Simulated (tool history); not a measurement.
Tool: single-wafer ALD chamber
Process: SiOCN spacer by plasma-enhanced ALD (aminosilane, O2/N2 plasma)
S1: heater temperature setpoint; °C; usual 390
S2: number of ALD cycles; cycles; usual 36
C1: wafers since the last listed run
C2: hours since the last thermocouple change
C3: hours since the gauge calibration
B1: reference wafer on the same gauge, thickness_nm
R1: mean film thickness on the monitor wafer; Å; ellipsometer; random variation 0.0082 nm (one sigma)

{"run": 1, "hour": 0.0, "S1": 383, "S2": 36, "C1": 0, "C2": 1561.9, "C3": 418.2, "B1": 2.529, "R1": 25.14}
{"run": 2, "hour": 16.2, "S1": 383, "S2": 36, "C1": 150, "C2": 1578.1, "C3": 434.4, "B1": 2.534, "R1": 25.04}
{"run": 3, "hour": 35.7, "S1": 381, "S2": 36, "C1": 181, "C2": 1597.6, "C3": 453.9, "B1": 2.535, "R1": 25.1}
{"run": 4, "hour": 69.8, "S1": 381, "S2": 36, "C1": 317, "C2": 1631.7, "C3": 488, "B1": 2.537, "R1": 25.22}
{"run": 5, "hour": 97.2, "S1": 398, "S2": 39, "C1": 254, "C2": 1659.1, "C3": 515.4, "B1": 2.54, "R1": 27.36}
{"run": 6, "hour": 121.7, "S1": 398, "S2": 39, "C1": 227, "C2": 1683.6, "C3": 539.9, "B1": 2.54, "R1": 27.27}
{"run": 7, "hour": 150.5, "S1": 398, "S2": 39, "C1": 267, "C2": 1712.4, "C3": 568.7, "B1": 2.542, "R1": 27.44}
{"run": 8, "hour": 257.7, "S1": 382, "S2": 41, "C1": 997, "C2": 1819.6, "C3": 675.9, "B1": 2.554, "R1": 28.88}
{"run": 9, "hour": 274.6, "S1": 382, "S2": 41, "C1": 157, "C2": 1836.5, "C3": 692.8, "B1": 2.556, "R1": 28.96}
{"run": 10, "hour": 289.2, "S1": 382, "S2": 41, "C1": 135, "C2": 1851.1, "C3": 707.4, "B1": 2.556, "R1": 28.85}
{"run": 11, "hour": 307.7, "S1": 390, "S2": 36, "C1": 172, "C2": 1869.6, "C3": 725.9, "B1": 2.56, "R1": 25.53}
{"run": 12, "hour": 324.4, "S1": 390, "S2": 36, "C1": 155, "C2": 1886.3, "C3": 742.6, "B1": 2.564, "R1": 25.56}
{"run": 13, "hour": 349.3, "S1": 390, "S2": 36, "C1": 231, "C2": 1911.2, "C3": 767.5, "B1": 2.563, "R1": 25.53}
{"run": 14, "hour": 382.3, "S1": 390, "S2": 36, "C1": 306, "C2": 1944.2, "C3": 800.5, "B1": 2.566, "R1": 25.51}
{"run": 15, "hour": 395.3, "S1": 390, "S2": 36, "C1": 120, "C2": 1957.2, "C3": 813.5, "B1": 2.569, "R1": 25.52}
{"run": 16, "hour": 414.4, "S1": 390, "S2": 39, "C1": 177, "C2": 1976.3, "C3": 832.6, "B1": 2.57, "R1": 27.79}
{"hour": 426.4, "done": "gauge calibrated"}
{"run": 17, "hour": 450.0, "S1": 382, "S2": 36, "C1": 331, "C2": 2011.9, "C3": 23.6, "B1": 2.474, "R1": 24.47}
{"hour": 466.7, "done": "thermocouple changed; heater temperature recalibrated"}
{"run": 18, "hour": 546.1, "S1": 379, "S2": 42, "C1": 819, "C2": 79.4, "C3": 119.7, "B1": 2.483, "R1": 28.88}
{"run": 19, "hour": 561.8, "S1": 390, "S2": 36, "C1": 146, "C2": 95.1, "C3": 135.4, "B1": 2.483, "R1": 24.75}
{"run": 20, "hour": 589.5, "S1": 401, "S2": 32, "C1": 257, "C2": 122.8, "C3": 163.1, "B1": 2.486, "R1": 21.81}
{"run": 21, "hour": 613.6, "S1": 385, "S2": 32, "C1": 224, "C2": 146.9, "C3": 187.2, "B1": 2.489, "R1": 22.03}
{"run": 22, "hour": 630.2, "S1": 390, "S2": 36, "C1": 154, "C2": 163.5, "C3": 203.8, "B1": 2.492, "R1": 24.79}
{"run": 23, "hour": 658.7, "S1": 398, "S2": 36, "C1": 265, "C2": 192, "C3": 232.3, "B1": 2.493, "R1": 24.84}
{"run": 24, "hour": 671.0, "S1": 384, "S2": 41, "C1": 114, "C2": 204.3, "C3": 244.6, "B1": 2.494, "R1": 28.3}
{"run": 25, "hour": 684.7, "S1": 390, "S2": 36, "C1": 127, "C2": 218, "C3": 258.3, "B1": 2.495, "R1": 24.73}
{"run": 26, "hour": 719.5, "S1": 397, "S2": 32, "C1": 323, "C2": 252.8, "C3": 293.1, "B1": 2.5, "R1": 22.14}
{"run": 27, "hour": 746.0, "S1": 381, "S2": 36, "C1": 246, "C2": 279.3, "C3": 319.6, "B1": 2.499, "R1": 24.84}
{"run": 28, "hour": 777.0, "S1": 394, "S2": 39, "C1": 288, "C2": 310.3, "C3": 350.6, "B1": 2.507, "R1": 26.88}
{"run": 29, "hour": 790.8, "S1": 378, "S2": 33, "C1": 128, "C2": 324.1, "C3": 364.4, "B1": 2.508, "R1": 22.92}

Forecast each of these 4 alternatives for the next run:
{"run": "A", "hour": 791.3, "S1": 390, "S2": 36, "C1": 4, "C2": 324.6, "C3": 364.9, "B1": "?", "R1": "?"}
{"run": "B", "hour": 791.3, "S1": 377, "S2": 36, "C1": 4, "C2": 324.6, "C3": 364.9, "B1": "?", "R1": "?"}
{"run": "C", "hour": 791.3, "S1": 390, "S2": 30, "C1": 4, "C2": 324.6, "C3": 364.9, "B1": "?", "R1": "?"}
{"run": "D", "hour": 791.3, "S1": 402, "S2": 39, "C1": 4, "C2": 324.6, "C3": 364.9, "B1": "?", "R1": "?"}

run=A B1=2.51 R1=25
run=B B1=2.51 R1=25
run=C B1=2.51 R1=20.83
run=D B1=2.51 R1=26.86
Without the tool's hidden state the same runs would have given:
run=A R1=24.74
run=B R1=24.74
run=C R1=20.62
run=D R1=26.58

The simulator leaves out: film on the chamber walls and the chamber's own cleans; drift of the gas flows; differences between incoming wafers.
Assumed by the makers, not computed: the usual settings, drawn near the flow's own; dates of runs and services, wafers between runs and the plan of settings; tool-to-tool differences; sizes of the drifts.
